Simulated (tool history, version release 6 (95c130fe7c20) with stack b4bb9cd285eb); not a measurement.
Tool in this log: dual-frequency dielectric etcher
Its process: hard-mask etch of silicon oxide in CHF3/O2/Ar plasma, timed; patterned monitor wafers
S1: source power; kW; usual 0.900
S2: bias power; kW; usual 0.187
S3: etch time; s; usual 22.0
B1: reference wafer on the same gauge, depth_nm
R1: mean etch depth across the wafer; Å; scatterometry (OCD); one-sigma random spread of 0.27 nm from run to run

Run 1, hour 0.0: usual settings but S1 0.820 kW, S2 0.152 kW; B1 55.2. Result: R1 449 Å.
Run 2, hour 19.5: usual settings but S3 24.5 s; B1 55.1. Result: R1 570 Å.
At hour 29.2: source power generator calibrated.
Run 3, hour 33.4: usual settings but S1 1.050 kW, S2 0.151 kW; B1 55.3. Result: R1 519 Å.
Run 4, hour 60.8: usual settings but S2 0.203 kW, S3 20.5 s; B1 55.3. Result: R1 494 Å.
Run 5, hour 91.3: usual settings but S2 0.203 kW, S3 20.5 s; B1 55.1. Result: R1 499 Å.
Run 6, hour 124.4: usual settings; B1 55.2. Result: R1 521 Å.
Run 7, hour 222.5: usual settings but S3 16.0 s; B1 55.2. Result: R1 383 Å.
Run 8, hour 253.9: usual settings; B1 55.3. Result: R1 520 Å.
Run 9, hour 349.8: usual settings; B1 55.1. Result: R1 526 Å.
Run 10, hour 374.4: usual settings but S1 0.790 kW, S2 0.157 kW, S3 18.5 s; B1 55.2. Result: R1 390 Å.
At hour 388.6: bias power generator calibrated.
Run 11, hour 398.3: usual settings; B1 55.3. Result: R1 535 Å.
Run 12, hour 413.9: usual settings but S1 1.020 kW, S2 0.150 kW; B1 55.4. Result: R1 523 Å.
Run 13, hour 448.3: usual settings but S1 1.030 kW, S2 0.142 kW; B1 55.3. Result: R1 520 Å.
Run 14, hour 467.3: usual settings; B1 55.1. Result: R1 535 Å.
Run 15, hour 497.8: usual settings but S1 0.980 kW; B1 55.2. Result: R1 561 Å.
Run 16, hour 510.0: usual settings but S1 0.740 kW, S2 0.228 kW, S3 17.0 s; B1 55.1. Result: R1 398 Å.
Run 17, hour 527.2: usual settings but S1 0.820 kW, S2 0.165 kW; B1 55.3. Result: R1 489 Å.
Run 18, hour 543.8: usual settings but S1 0.740 kW, S2 0.231 kW, S3 19.0 s; B1 55.1. Result: R1 449 Å.
At hour 545.3: gauge calibrated.
At hour 572.3: wet clean of the chamber.
At hour 593.5: upper electrode replaced.
Run 19, hour 594.0: usual settings but S2 0.164 kW; B1 55.2. Result: R1 493 Å.
Run 20, hour 594.3: usual settings; B1 55.1. Result: R1 517 Å.
Run 21, hour 603.0: usual settings but S1 1.050 kW, S3 16.0 s; B1 55.2. Result: R1 411 Å.
Run 22, hour 617.2: usual settings but S1 0.790 kW, S2 0.170 kW, S3 24.5 s; B1 55.1. Result: R1 514 Å.
Run 23, hour 629.7: usual settings; B1 55.3. Result: R1 524 Å.
Run 24, hour 656.9: usual settings but S1 1.110 kW, S2 0.171 kW, S3 19.5 s; B1 55.3. Result: R1 499 Å.
Run 25, hour 754.3: usual settings; B1 55.3. Result: R1 523 Å.
Run 26, hour 772.7: usual settings but S2 0.205 kW, S3 24.5 s; B1 55.2. Result: R1 605 Å.
Run 27, hour 864.0: usual settings but S1 0.770 kW, S2 0.214 kW, S3 27.0 s; B1 55.2. Result: R1 621 Å.
Run 28, hour 891.4: usual settings but S1 0.750 kW, S2 0.205 kW, S3 16.0 s; B1 55.2. Result: R1 360 Å.
Run 29, hour 921.3: usual settings but S2 0.176 kW; B1 55.4. Result: R1 520 Å.

Consider 5 possible next runs. They are alternatives, not a sequence: every one starts from the tool as it was left by run 29. What does each give?
Run A, hour 921.7: usual settings; B1 ?. Result: R1 ?.
Run B, hour 921.7: usual settings but S1 0.760 kW, S3 16.5 s; B1 ?. Result: R1 ?.
Run C, hour 921.7: usual settings but S2 0.154 kW, S3 25.5 s; B1 ?. Result: R1 ?.
Run D, hour 921.7: usual settings but S1 0.990 kW, S2 0.149 kW, S3 26.5 s; B1 ?. Result: R1 ?.
Run E, hour 921.7: usual settings but S3 25.5 s; B1 ?. Result: R1 ?.

run    B1   R1
  A  55.3  533
  B  55.3  361
  C  55.3  574
  D  55.3  622
  E  55.3  617
Had the tool no hidden state, the same runs would have come out as:
run   R1
  A  512
  B  347
  C  552
  D  598
  E  593

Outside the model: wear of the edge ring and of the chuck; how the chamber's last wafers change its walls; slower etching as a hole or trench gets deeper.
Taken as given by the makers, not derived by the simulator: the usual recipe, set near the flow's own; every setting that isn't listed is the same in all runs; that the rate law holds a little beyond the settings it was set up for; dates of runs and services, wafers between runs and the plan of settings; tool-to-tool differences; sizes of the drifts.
